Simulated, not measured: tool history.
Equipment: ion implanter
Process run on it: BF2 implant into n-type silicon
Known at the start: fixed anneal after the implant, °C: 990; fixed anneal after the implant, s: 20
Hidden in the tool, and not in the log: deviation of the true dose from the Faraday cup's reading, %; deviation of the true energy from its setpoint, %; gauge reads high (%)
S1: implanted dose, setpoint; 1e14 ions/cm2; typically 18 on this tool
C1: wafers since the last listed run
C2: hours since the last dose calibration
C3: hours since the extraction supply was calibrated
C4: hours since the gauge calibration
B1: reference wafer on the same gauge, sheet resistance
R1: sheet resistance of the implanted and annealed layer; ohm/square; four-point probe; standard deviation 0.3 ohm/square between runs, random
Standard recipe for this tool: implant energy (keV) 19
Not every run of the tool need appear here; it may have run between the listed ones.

{"run": 1, "hour": 0.0, "S1": 18, "implant energy (keV)": 19, "C1": 0, "C2": 545.6, "C3": 5432.9, "C4": 628.6, "B1": 186.93, "R1": 188.45}
{"run": 2, "hour": 69.4, "S1": 18, "implant energy (keV)": 19, "C1": 1673, "C2": 615, "C3": 5502.3, "C4": 698, "B1": 186.94, "R1": 188.48}
{"run": 3, "hour": 377.0, "S1": 18, "implant energy (keV)": 19, "C1": 7416, "C2": 922.6, "C3": 5809.9, "C4": 1005.6, "B1": 187, "R1": 187.91}
{"run": 4, "hour": 481.8, "S1": 22.23, "implant energy (keV)": 19, "C1": 2526, "C2": 1027.4, "C3": 5914.7, "C4": 1110.4, "B1": 187.01, "R1": 183.7}
{"run": 5, "hour": 541.2, "S1": 22.23, "implant energy (keV)": 19, "C1": 1432, "C2": 1086.8, "C3": 5974.1, "C4": 1169.8, "B1": 187.02, "R1": 183.66}
{"run": 6, "hour": 590.8, "S1": 18, "implant energy (keV)": 19, "C1": 1195, "C2": 1136.4, "C3": 6023.7, "C4": 1219.4, "B1": 187, "R1": 187.45}
{"run": 7, "hour": 673.9, "S1": 18, "implant energy (keV)": 19, "C1": 2003, "C2": 1219.5, "C3": 6106.8, "C4": 1302.5, "B1": 186.97, "R1": 187.98}
{"run": 8, "hour": 716.3, "S1": 18, "implant energy (keV)": 19, "C1": 1022, "C2": 1261.9, "C3": 6149.2, "C4": 1344.9, "B1": 187, "R1": 187.21}
{"hour": 792.5, "done": "gauge calibrated"}
{"run": 9, "hour": 808.2, "S1": 18, "implant energy (keV)": 19, "C1": 2215, "C2": 1353.8, "C3": 6241.1, "C4": 15.7, "B1": 186.93, "R1": 187.62}
{"run": 10, "hour": 884.3, "S1": 18, "implant energy (keV)": 19, "C1": 1834, "C2": 1429.9, "C3": 6317.2, "C4": 91.8, "B1": 186.99, "R1": 187.41}
{"run": 11, "hour": 990.9, "S1": 18, "implant energy (keV)": 19, "C1": 2570, "C2": 1536.5, "C3": 6423.8, "C4": 198.4, "B1": 186.94, "R1": 187.23}
{"run": 12, "hour": 1042.2, "S1": 18, "implant energy (keV)": 17.5, "C1": 1236, "C2": 1587.8, "C3": 6475.1, "C4": 249.7, "B1": 187.06, "R1": 194.11}
{"hour": 1055.9, "done": "Faraday cup replaced and dose calibrated"}
{"run": 13, "hour": 1124.6, "S1": 18, "implant energy (keV)": 17.5, "C1": 1793, "C2": 68.7, "C3": 6557.5, "C4": 332.1, "B1": 187.02, "R1": 194.46}
{"run": 14, "hour": 1173.2, "S1": 21.54, "implant energy (keV)": 22, "C1": 1171, "C2": 117.3, "C3": 6606.1, "C4": 380.7, "B1": 187.01, "R1": 170.46}
{"hour": 1202.0, "done": "extraction supply calibrated"}
{"run": 15, "hour": 1260.7, "S1": 18, "implant energy (keV)": 24, "C1": 1916, "C2": 204.8, "C3": 58.7, "C4": 468.2, "B1": 186.97, "R1": 169.51}
{"run": 16, "hour": 1306.3, "S1": 15.53, "implant energy (keV)": 13, "C1": 1099, "C2": 250.4, "C3": 104.3, "C4": 513.8, "B1": 186.96, "R1": 229.4}
{"run": 17, "hour": 1361.3, "S1": 22.72, "implant energy (keV)": 25, "C1": 1326, "C2": 305.4, "C3": 159.3, "C4": 568.8, "B1": 187.06, "R1": 161.92}
{"run": 18, "hour": 1461.5, "S1": 16.53, "implant energy (keV)": 14, "C1": 2415, "C2": 405.6, "C3": 259.5, "C4": 669, "B1": 187, "R1": 220.66}
{"run": 19, "hour": 1540.6, "S1": 14.48, "implant energy (keV)": 12.5, "C1": 1907, "C2": 484.7, "C3": 338.6, "C4": 748.1, "B1": 187.02, "R1": 234.96}
{"run": 20, "hour": 1863.5, "S1": 13.99, "implant energy (keV)": 17, "C1": 7784, "C2": 807.6, "C3": 661.5, "C4": 1071, "B1": 186.97, "R1": 207}
{"run": 21, "hour": 1925.1, "S1": 14.22, "implant energy (keV)": 23.5, "C1": 1485, "C2": 869.2, "C3": 723.1, "C4": 1132.6, "B1": 186.98, "R1": 176.55}
{"run": 22, "hour": 1986.1, "S1": 18, "implant energy (keV)": 19, "C1": 1470, "C2": 930.2, "C3": 784.1, "C4": 1193.6, "B1": 187.05, "R1": 190.06}
{"run": 23, "hour": 2038.3, "S1": 22.39, "implant energy (keV)": 21, "C1": 1258, "C2": 982.4, "C3": 836.3, "C4": 1245.8, "B1": 187.07, "R1": 177.52}
{"run": 24, "hour": 2074.6, "S1": 15.32, "implant energy (keV)": 14.5, "C1": 875, "C2": 1018.7, "C3": 872.6, "C4": 1282.1, "B1": 187.02, "R1": 219.43}
{"run": 25, "hour": 2162.0, "S1": 23.18, "implant energy (keV)": 16, "C1": 2107, "C2": 1106.1, "C3": 960, "C4": 1369.5, "B1": 187, "R1": 200.72}
{"run": 26, "hour": 2226.9, "S1": 19.95, "implant energy (keV)": 19, "C1": 1564, "C2": 1171, "C3": 1024.9, "C4": 1434.4, "B1": 187.01, "R1": 188.15}
{"hour": 2279.8, "done": "gauge calibrated"}
{"run": 27, "hour": 2299.2, "S1": 18, "implant energy (keV)": 19, "C1": 1743, "C2": 1243.3, "C3": 1097.2, "C4": 19.4, "B1": 186.99, "R1": 190.62}
{"run": 28, "hour": 2339.1, "S1": 18, "implant energy (keV)": 19, "C1": 961, "C2": 1283.2, "C3": 1137.1, "C4": 59.3, "B1": 186.94, "R1": 189.86}
{"run": 29, "hour": 2420.1, "S1": 18, "implant energy (keV)": 25, "C1": 1952, "C2": 1364.2, "C3": 1218.1, "C4": 140.3, "B1": 187.02, "R1": 165.55}

Take each entry between the runs: how does the hidden state at the last listed run before it differ from the hidden state at the first listed run after it?
Logged between run 8 and run 9: gauge calibrated (hour 792.5)
  deviation of the true energy from its setpoint, %: 3.97 -> 4.1
  the result without the hidden state subtracted from the measured one, R1: -3.54 -> -3.66 ohm/square
Logged between run 12 and run 13: Faraday cup replaced and dose calibrated (hour 1055.9)
  deviation of the true energy from its setpoint, %: 4.44 -> 4.56
  the result without the hidden state subtracted from the measured one, R1: -3.98 -> -4.1 ohm/square
Logged between run 14 and run 15: extraction supply calibrated (hour 1202)
  deviation of the true energy from its setpoint, %: 4.64 -> 0.748
  the result without the hidden state subtracted from the measured one, R1: -3.89 -> -0.65 ohm/square
Logged between run 26 and run 27: gauge calibrated (hour 2279.8)
  deviation of the true energy from its setpoint, %: 0.868 -> 0.886
  the result without the hidden state subtracted from the measured one, R1: -0.78 -> -0.81 ohm/square

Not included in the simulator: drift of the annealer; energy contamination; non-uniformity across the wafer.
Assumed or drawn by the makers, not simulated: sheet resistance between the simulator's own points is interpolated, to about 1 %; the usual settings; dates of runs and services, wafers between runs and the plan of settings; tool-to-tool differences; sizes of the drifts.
